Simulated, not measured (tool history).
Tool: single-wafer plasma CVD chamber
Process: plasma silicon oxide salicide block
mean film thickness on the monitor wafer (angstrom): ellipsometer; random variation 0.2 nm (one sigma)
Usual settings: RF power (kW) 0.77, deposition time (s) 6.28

| run | hour | RF power (kW) | deposition time (s) | read-back reference wafer on the same gauge, thickness_nm | mean film thickness on the monitor wafer (angstrom) |
|---|---|---|---|---|---|
| 1 | 0 | 0.77 | 6.28 | 72.212 | 653.73 |
| 2 | 32.8 | 0.77 | 6.28 | 72.305 | 656.41 |
| 3 | 62.5 | 0.77 | 6.28 | 72.282 | 659.44 |
| 4 | 104.2 | 0.87 | 5.45 | 72.368 | 587.73 |
| 5 | 154.7 | 0.87 | 5.45 | 72.352 | 588.9 |
| 6 | 202.3 | 0.77 | 5.64 | 72.198 | 586.74 |
| 7 | 248.6 | 0.77 | 5.64 | 72.174 | 588.54 |
|  | 293.8 | gauge calibrated |
| 8 | 315.5 | 0.77 | 6.28 | 72.345 | 651.13 |
|  | 339 | RF generator calibrated |
| 9 | 360.5 | 0.825 | 7.02 | 72.333 | 736.77 |
| 10 | 399.6 | 0.665 | 5.71 | 72.287 | 561.46 |
| 11 | 467.8 | 0.77 | 6.82 | 72.196 | 697.48 |
|  | 488.5 | RF generator calibrated, repeated, since the last time left the tool worse |
| 12 | 516.1 | 0.885 | 5.74 | 72.259 | 631.91 |
|  | 658.9 | showerhead replaced |
| 13 | 711.5 | 0.69 | 5.75 | 72.266 | 588.69 |
| 14 | 761.3 | 0.87 | 5.45 | 72.284 | 594.07 |
| 15 | 806.4 | 0.825 | 7.02 | 72.254 | 755.5 |
| 16 | 831 | 0.845 | 6.78 | 72.419 | 733.63 |
|  | 867.8 | gauge calibrated |
| 17 | 868.6 | 0.77 | 6.28 | 72.308 | 660.65 |

Some steps in mean film thickness on the monitor wafer (angstrom) between neighbouring runs. How much of each would the tool show without its hidden state too (settings, what came in, random variation), and how much is left for the hidden state, with any gauge scatter that isn't in both results?
The hidden state here: delivered RF power above the setpoint (%); gauge reads high (%).
Run 9 -> 10: RF power (kW) 0.825 -> 0.665, deposition time (s) 7.02 -> 5.71. mean film thickness on the monitor wafer (angstrom) -175.31: hidden state +5.47, all else -180.78.
Run 11 -> 12: RF power (kW) 0.77 -> 0.885, deposition time (s) 6.82 -> 5.74, RF generator calibrated, repeated, since the last time left the tool worse. mean film thickness on the monitor wafer (angstrom) -65.57: hidden state +21.16, all else -86.73.

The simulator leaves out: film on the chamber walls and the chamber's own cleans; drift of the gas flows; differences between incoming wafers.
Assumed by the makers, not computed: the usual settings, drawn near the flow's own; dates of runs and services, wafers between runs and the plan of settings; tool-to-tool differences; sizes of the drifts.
